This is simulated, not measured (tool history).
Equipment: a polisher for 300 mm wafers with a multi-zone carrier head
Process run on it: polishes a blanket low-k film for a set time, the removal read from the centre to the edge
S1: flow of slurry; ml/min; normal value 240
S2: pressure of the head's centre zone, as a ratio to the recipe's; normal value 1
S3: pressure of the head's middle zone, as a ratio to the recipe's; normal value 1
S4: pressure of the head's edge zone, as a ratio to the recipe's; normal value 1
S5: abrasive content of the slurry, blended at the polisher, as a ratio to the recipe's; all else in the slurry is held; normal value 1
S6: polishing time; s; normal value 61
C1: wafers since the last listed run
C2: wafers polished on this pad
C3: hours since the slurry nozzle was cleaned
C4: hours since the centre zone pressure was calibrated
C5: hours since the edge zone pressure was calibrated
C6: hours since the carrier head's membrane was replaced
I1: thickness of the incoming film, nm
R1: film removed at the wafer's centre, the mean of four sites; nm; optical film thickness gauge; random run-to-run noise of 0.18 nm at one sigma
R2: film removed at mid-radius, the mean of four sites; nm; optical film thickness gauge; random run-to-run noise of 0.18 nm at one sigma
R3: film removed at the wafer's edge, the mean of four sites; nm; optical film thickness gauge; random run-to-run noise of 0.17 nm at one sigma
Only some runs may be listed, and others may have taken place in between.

run   hour   S1    S2    S3    S4   S5  S6    C1    C2     C3     C4     C5      C6     I1    R1    R2    R3
  1      0  240     1     1     1    1  61     0  4213   41.6  899.9  129.9   632.1    530  18.7  18.9  19.3
      14.1  -- centre zone pressure recalibrated
  2   93.3  240     1     1     1    1  61  1181  5394  134.9   79.2  223.2   725.4  522.2  18.6  18.9  18.9
  3  186.4  240     1     1  0.96    1  61  1205  6600    228  172.3  316.3   818.5  529.9  18.1  18.8  18.4
  4  234.6  240     1     1  0.96    1  61   623  7224  276.2  220.5  364.5   866.7  521.6  18.4  18.8  18.3
     238.9  -- worn pad replaced by a new one
  5  280.1  240     1     1     1    1  61   537   533  321.7    266    410   912.2  508.3  19.2  19.7  19.5
  6  318.6  240  1.08     1  1.04    1  45   498  1031  360.2  304.5  448.5   950.7  515.3    15  14.2  14.9
  7  372.2  240     1     1     1    1  61   693  1725  413.8  358.1  502.1  1004.3  518.2  18.7  19.4  19.6
  8  477.4  240  0.93     1  0.94  1.3  61  1361  3087    519  463.3  607.3  1109.5  517.5  20.8  22.6    22
     490.3  -- slurry nozzle cleaned
     533.9  -- edge zone pressure recalibrated
  9    545  240   0.9     1  0.93    1  61   836  3923   54.7  530.9   11.1  1177.1  518.4  16.9    19  18.5
     566.3  -- carrier head's membrane replaced by a new one
 10  635.4  240     1     1     1  1.1  61  1105  5028  145.1  621.3  101.5    69.1  526.7  20.2  20.4  20.4
 11  736.1  240     1     1     1    1  43  1303  6332  245.8    722  202.2   169.8  528.2  13.1  13.1  13.5
     780.5  -- centre zone pressure recalibrated
 12  795.9  240     1  0.95   1.1  0.9  78   748  7080  305.6   15.4    262   229.6  514.2  21.8  21.2  23.1

Expected results for the next run?
       821  -- worn pad replaced by a new one
 13  875.9  240   1   1   1   1  51  983  710  385.6  95.4  342  309.6  523.5   ?   ?   ?

Run 13 produced R1 16 nm, R2 16.1 nm, R3 16.4 nm.
Had the tool carried no hidden state, the very same run would have given R1 16.1 nm, R2 16.2 nm, R3 16.5 nm.
